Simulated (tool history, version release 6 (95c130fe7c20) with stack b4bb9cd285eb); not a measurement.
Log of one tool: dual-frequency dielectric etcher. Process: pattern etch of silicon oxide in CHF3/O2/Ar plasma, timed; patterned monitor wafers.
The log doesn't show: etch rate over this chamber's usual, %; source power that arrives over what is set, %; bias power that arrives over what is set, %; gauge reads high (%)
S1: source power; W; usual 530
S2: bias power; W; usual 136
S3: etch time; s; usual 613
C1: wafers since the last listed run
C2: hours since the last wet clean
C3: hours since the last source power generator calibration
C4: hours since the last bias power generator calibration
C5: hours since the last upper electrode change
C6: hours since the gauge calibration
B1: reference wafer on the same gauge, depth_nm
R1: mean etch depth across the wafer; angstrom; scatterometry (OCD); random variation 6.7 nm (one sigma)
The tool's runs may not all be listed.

run 1 hour=0 | S1=530 S2=152 S3=613 | C1=0 C2=370.2 C3=2115 C4=3584.3 C5=2102.1 C6=880.6 | B1=1117.2 | R1=9941
run 2 hour=70.2 | S1=530 S2=152 S3=613 | C1=236 C2=440.4 C3=2185.2 C4=3654.5 C5=2172.3 C6=950.8 | B1=1117.6 | R1=10033
run 3 hour=129.3 | S1=530 S2=152 S3=613 | C1=199 C2=499.5 C3=2244.3 C4=3713.6 C5=2231.4 C6=1009.9 | B1=1115.8 | R1=9917
-- hour=154.1 wet clean of the chamber
run 4 hour=200.9 | S1=530 S2=111 S3=502.5 | C1=160 C2=46.8 C3=2315.9 C4=3785.2 C5=2303 C6=1081.5 | B1=1113.9 | R1=7606
run 5 hour=232.9 | S1=530 S2=115 S3=721 | C1=107 C2=78.8 C3=2347.9 C4=3817.2 C5=2335 C6=1113.5 | B1=1116.2 | R1=10914
run 6 hour=281.8 | S1=530 S2=126 S3=613 | C1=164 C2=127.7 C3=2396.8 C4=3866.1 C5=2383.9 C6=1162.4 | B1=1114.1 | R1=9543
run 7 hour=336.4 | S1=530 S2=126 S3=613 | C1=184 C2=182.3 C3=2451.4 C4=3920.7 C5=2438.5 C6=1217 | B1=1116.8 | R1=9571
run 8 hour=388.9 | S1=490 S2=122 S3=613 | C1=176 C2=234.8 C3=2503.9 C4=3973.2 C5=2491 C6=1269.5 | B1=1115.4 | R1=9101
run 9 hour=448.7 | S1=490 S2=122 S3=613 | C1=201 C2=294.6 C3=2563.7 C4=4033 C5=2550.8 C6=1329.3 | B1=1116.1 | R1=9044
-- hour=520.6 source power generator calibrated
run 10 hour=565.7 | S1=490 S2=122 S3=613 | C1=380 C2=411.6 C3=45.1 C4=4150 C5=2667.8 C6=1446.3 | B1=1115.1 | R1=8971
run 11 hour=593.4 | S1=530 S2=136 S3=613 | C1=93 C2=439.3 C3=72.8 C4=4177.7 C5=2695.5 C6=1474 | B1=1117 | R1=9516
-- hour=685.6 wet clean of the chamber
run 12 hour=686.1 | S1=530 S2=123 S3=613 | C1=231 C2=0.5 C3=165.5 C4=4270.4 C5=2788.2 C6=1566.7 | B1=1115.6 | R1=9701
run 13 hour=718.7 | S1=530 S2=125 S3=486.5 | C1=109 C2=33.1 C3=198.1 C4=4303 C5=2820.8 C6=1599.3 | B1=1117 | R1=7650
run 14 hour=748.3 | S1=610 S2=109 S3=613 | C1=99 C2=62.7 C3=227.7 C4=4332.6 C5=2850.4 C6=1628.9 | B1=1117.2 | R1=9641
run 15 hour=811.9 | S1=530 S2=136 S3=613 | C1=214 C2=126.3 C3=291.3 C4=4396.2 C5=2914 C6=1692.5 | B1=1114.4 | R1=9923
run 16 hour=837.4 | S1=580 S2=110 S3=473.5 | C1=85 C2=151.8 C3=316.8 C4=4421.7 C5=2939.5 C6=1718 | B1=1115.1 | R1=7310
-- hour=867.4 gauge calibrated
-- hour=912.7 upper electrode replaced
run 17 hour=913.2 | S1=590 S2=145 S3=677 | C1=174 C2=227.6 C3=392.6 C4=4497.5 C5=0.5 C6=45.8 | B1=1114 | R1=11525
run 18 hour=944.3 | S1=460 S2=136 S3=496.5 | C1=104 C2=258.7 C3=423.7 C4=4528.6 C5=31.6 C6=76.9 | B1=1116.5 | R1=7527
run 19 hour=988.7 | S1=530 S2=125 S3=725.5 | C1=149 C2=303.1 C3=468.1 C4=4573 C5=76 C6=121.3 | B1=1118.2 | R1=11112
run 20 hour=1040.7 | S1=400 S2=136 S3=525.5 | C1=175 C2=355.1 C3=520.1 C4=4625 C5=128 C6=173.3 | B1=1118.3 | R1=7518
run 21 hour=1086.6 | S1=530 S2=160 S3=704 | C1=154 C2=401 C3=566 C4=4670.9 C5=173.9 C6=219.2 | B1=1116.1 | R1=11749
run 22 hour=1128.8 | S1=530 S2=136 S3=613 | C1=142 C2=443.2 C3=608.2 C4=4713.1 C5=216.1 C6=261.4 | B1=1116.1 | R1=9626
-- hour=1159.4 wet clean of the chamber
run 23 hour=1159.9 | S1=530 S2=125 S3=450 | C1=23 C2=0.5 C3=639.3 C4=4744.2 C5=247.2 C6=292.5 | B1=1115.8 | R1=7101
-- hour=1183.7 bias power generator calibrated
run 24 hour=1204.2 | S1=530 S2=169 S3=502.5 | C1=135 C2=44.8 C3=683.6 C4=20.5 C5=291.5 C6=336.8 | B1=1115 | R1=8872
run 25 hour=1256.2 | S1=530 S2=169 S3=613 | C1=175 C2=96.8 C3=735.6 C4=72.5 C5=343.5 C6=388.8 | B1=1114.8 | R1=10656
run 26 hour=1323.6 | S1=530 S2=127 S3=613 | C1=227 C2=164.2 C3=803 C4=139.9 C5=410.9 C6=456.2 | B1=1115.4 | R1=9612
run 27 hour=1391 | S1=480 S2=146 S3=613 | C1=227 C2=231.6 C3=870.4 C4=207.3 C5=478.3 C6=523.6 | B1=1119.5 | R1=9622
run 28 hour=1457.1 | S1=530 S2=125 S3=613 | C1=222 C2=297.7 C3=936.5 C4=273.4 C5=544.4 C6=589.7 | B1=1118.3 | R1=9509
run 29 hour=1525.7 | S1=530 S2=136 S3=613 | C1=231 C2=366.3 C3=1005.1 C4=342 C5=613 C6=658.3 | B1=1118.7 | R1=9649
run 30 hour=1558.8 | S1=530 S2=136 S3=613 | C1=111 C2=399.4 C3=1038.2 C4=375.1 C5=646.1 C6=691.4 | B1=1116.5 | R1=9601

3 ways to go on from here, each from the tool as it stands after run 30. What would each give?
run A hour=1559.4 | S1=580 S2=136 S3=613 | C1=2 C2=400 C3=1038.8 C4=375.7 C5=646.7 C6=692 | B1=? | R1=?
run B hour=1559.4 | S1=530 S2=149 S3=712 | C1=2 C2=400 C3=1038.8 C4=375.7 C5=646.7 C6=692 | B1=? | R1=?
run C hour=1559.4 | S1=570 S2=124 S3=663.5 | C1=2 C2=400 C3=1038.8 C4=375.7 C5=646.7 C6=692 | B1=? | R1=?

run=A B1=1115.1 R1=9819
run=B B1=1115.1 R1=11388
run=C B1=1115.1 R1=10247
Without the tool's hidden state the same runs would have given:
run=A R1=10081
run=B R1=11692
run=C R1=10521
